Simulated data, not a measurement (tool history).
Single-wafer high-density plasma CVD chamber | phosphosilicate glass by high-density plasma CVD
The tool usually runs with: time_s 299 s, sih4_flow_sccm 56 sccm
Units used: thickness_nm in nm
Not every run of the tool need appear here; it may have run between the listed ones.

run	hour	time_s	sih4_flow_sccm	read-back reference wafer on the same gauge, thickness_nm	thickness_nm
1	0.0	299	56	1680.523	1599.597
2	19.8	299	56	1680.022	1599.410
3	38.6	299	56	1679.587	1600.714
4	71.0	299	56	1679.871	1591.162
5	87.0	299	59	1679.446	1677.796
6	102.5	299	59	1679.901	1678.589
7	131.5	299	56	1679.549	1590.391
8	144.4	346	60	1680.600	1977.708
9	168.8	299	46	1680.572	1308.769
# hour 195.0: gauge calibrated
10	198.7	299	56	1680.671	1591.631
# hour 215.0: silane flow controller replaced
11	221.8	299	52	1679.858	1567.929
12	235.0	281	49	1680.020	1392.538
13	253.8	299	56	1680.242	1688.522
14	287.2	256	46	1680.234	1188.931
15	299.9	319	56	1679.799	1805.731

Hidden state, per run?
gauge reads high (%): 0, the same for each run
H1: delivered silane flow above the setpoint (%)
run	H1
1	-5.21
2	-5.25
3	-5.28
4	-5.35
5	-5.38
6	-5.41
7	-5.46
8	-5.49
9	-5.53
10	-5.59
11	0.284
12	0.259
13	0.223
14	0.159
15	0.135

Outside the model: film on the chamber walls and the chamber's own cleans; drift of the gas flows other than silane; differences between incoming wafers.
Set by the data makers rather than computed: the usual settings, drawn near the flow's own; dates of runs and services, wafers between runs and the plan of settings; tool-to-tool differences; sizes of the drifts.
